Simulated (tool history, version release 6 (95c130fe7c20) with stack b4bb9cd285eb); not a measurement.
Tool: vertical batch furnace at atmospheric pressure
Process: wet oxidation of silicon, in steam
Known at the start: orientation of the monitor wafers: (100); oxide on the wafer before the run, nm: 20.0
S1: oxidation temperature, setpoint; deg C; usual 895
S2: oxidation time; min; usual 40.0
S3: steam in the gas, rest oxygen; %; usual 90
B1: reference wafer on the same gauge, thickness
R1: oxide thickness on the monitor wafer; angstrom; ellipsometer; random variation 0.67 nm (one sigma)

{"run": 1, "hour": 0.0, "S1": 895, "S2": 47.0, "S3": 90, "B1": 99.41, "R1": 1273.5}
{"run": 2, "hour": 33.2, "S1": 895, "S2": 40.0, "S3": 96, "B1": 99.1, "R1": 1186.5}
{"run": 3, "hour": 47.0, "S1": 895, "S2": 40.0, "S3": 96, "B1": 99.24, "R1": 1180.4}
{"run": 4, "hour": 79.7, "S1": 895, "S2": 40.0, "S3": 96, "B1": 98.84, "R1": 1189.9}
{"run": 5, "hour": 113.1, "S1": 895, "S2": 40.0, "S3": 90, "B1": 98.85, "R1": 1126.6}
{"run": 6, "hour": 137.4, "S1": 895, "S2": 26.0, "S3": 90, "B1": 98.66, "R1": 813.8}
{"run": 7, "hour": 162.1, "S1": 895, "S2": 26.0, "S3": 90, "B1": 98.59, "R1": 806.7}
{"run": 8, "hour": 179.6, "S1": 895, "S2": 26.0, "S3": 90, "B1": 98.61, "R1": 822.7}
{"run": 9, "hour": 199.8, "S1": 895, "S2": 40.0, "S3": 90, "B1": 98.61, "R1": 1113.8}
{"hour": 293.6, "done": "thermocouples replaced and temperature profile calibrated"}
{"run": 10, "hour": 306.5, "S1": 895, "S2": 40.0, "S3": 90, "B1": 98.2, "R1": 1109.8}
{"run": 11, "hour": 325.1, "S1": 895, "S2": 40.0, "S3": 90, "B1": 98.19, "R1": 1122.0}
{"run": 12, "hour": 348.3, "S1": 906, "S2": 46.0, "S3": 90, "B1": 98.03, "R1": 1404.7}
{"run": 13, "hour": 372.1, "S1": 906, "S2": 46.0, "S3": 90, "B1": 97.73, "R1": 1428.1}
{"run": 14, "hour": 390.5, "S1": 903, "S2": 40.0, "S3": 90, "B1": 97.48, "R1": 1229.8}
{"run": 15, "hour": 418.8, "S1": 903, "S2": 40.0, "S3": 90, "B1": 97.66, "R1": 1218.0}
{"run": 16, "hour": 443.0, "S1": 895, "S2": 22.0, "S3": 90, "B1": 97.61, "R1": 720.3}
{"run": 17, "hour": 468.8, "S1": 915, "S2": 40.0, "S3": 90, "B1": 97.2, "R1": 1393.0}
{"run": 18, "hour": 495.3, "S1": 895, "S2": 24.0, "S3": 96, "B1": 97.42, "R1": 796.9}
{"hour": 580.5, "done": "steam generator serviced"}
{"run": 19, "hour": 581.0, "S1": 885, "S2": 34.5, "S3": 90, "B1": 97.1, "R1": 871.0}
{"run": 20, "hour": 595.6, "S1": 905, "S2": 26.5, "S3": 80, "B1": 96.92, "R1": 841.6}
{"run": 21, "hour": 628.1, "S1": 913, "S2": 56.0, "S3": 97, "B1": 96.52, "R1": 1878.2}
{"hour": 631.1, "done": "gauge calibrated"}
{"run": 22, "hour": 648.6, "S1": 874, "S2": 21.0, "S3": 95, "B1": 101.11, "R1": 588.6}
{"run": 23, "hour": 669.6, "S1": 895, "S2": 47.0, "S3": 90, "B1": 101.27, "R1": 1310.2}
{"run": 24, "hour": 692.8, "S1": 895, "S2": 27.0, "S3": 96, "B1": 101.34, "R1": 900.7}
{"run": 25, "hour": 709.1, "S1": 917, "S2": 27.0, "S3": 82, "B1": 101.42, "R1": 1012.1}
{"run": 26, "hour": 731.2, "S1": 877, "S2": 40.0, "S3": 90, "B1": 100.99, "R1": 924.3}
{"run": 27, "hour": 754.4, "S1": 895, "S2": 40.0, "S3": 90, "B1": 100.86, "R1": 1150.9}
{"run": 28, "hour": 779.8, "S1": 876, "S2": 24.5, "S3": 94, "B1": 100.99, "R1": 658.8}
{"run": 29, "hour": 814.1, "S1": 916, "S2": 26.5, "S3": 85, "B1": 101.02, "R1": 1027.0}
{"run": 30, "hour": 848.1, "S1": 910, "S2": 31.0, "S3": 97, "B1": 100.19, "R1": 1183.1}
{"run": 31, "hour": 878.8, "S1": 917, "S2": 22.0, "S3": 97, "B1": 100.67, "R1": 993.2}
{"run": 32, "hour": 896.6, "S1": 884, "S2": 49.5, "S3": 86, "B1": 100.34, "R1": 1124.1}
{"run": 33, "hour": 921.4, "S1": 895, "S2": 58.5, "S3": 90, "B1": 100.37, "R1": 1541.6}
{"run": 34, "hour": 944.4, "S1": 873, "S2": 40.0, "S3": 90, "B1": 100.23, "R1": 859.2}
{"run": 35, "hour": 971.8, "S1": 895, "S2": 40.0, "S3": 90, "B1": 100.11, "R1": 1142.5}
{"run": 36, "hour": 1001.8, "S1": 886, "S2": 21.0, "S3": 90, "B1": 99.94, "R1": 642.2}
{"run": 37, "hour": 1025.7, "S1": 873, "S2": 53.5, "S3": 90, "B1": 100.13, "R1": 1068.0}
{"run": 38, "hour": 1060.0, "S1": 895, "S2": 23.5, "S3": 90, "B1": 99.88, "R1": 771.7}
{"run": 39, "hour": 1072.5, "S1": 895, "S2": 40.0, "S3": 90, "B1": 99.73, "R1": 1138.2}

3 ways to go on from here, each from the tool as it stands after run 39. What would each give?
{"run": "A", "hour": 1076.7, "S1": 895, "S2": 40.0, "S3": 90, "B1": "?", "R1": "?"}
{"run": "B", "hour": 1076.7, "S1": 884, "S2": 24.0, "S3": 97, "B1": "?", "R1": "?"}
{"run": "C", "hour": 1076.7, "S1": 913, "S2": 40.0, "S3": 83, "B1": "?", "R1": "?"}

run=A B1=99.57 R1=1132.6
run=B B1=99.57 R1=719.6
run=C B1=99.57 R1=1315.8
Without the tool's hidden state the same runs would have given:
run=A R1=1159.2
run=B R1=736.5
run=C R1=1346.7

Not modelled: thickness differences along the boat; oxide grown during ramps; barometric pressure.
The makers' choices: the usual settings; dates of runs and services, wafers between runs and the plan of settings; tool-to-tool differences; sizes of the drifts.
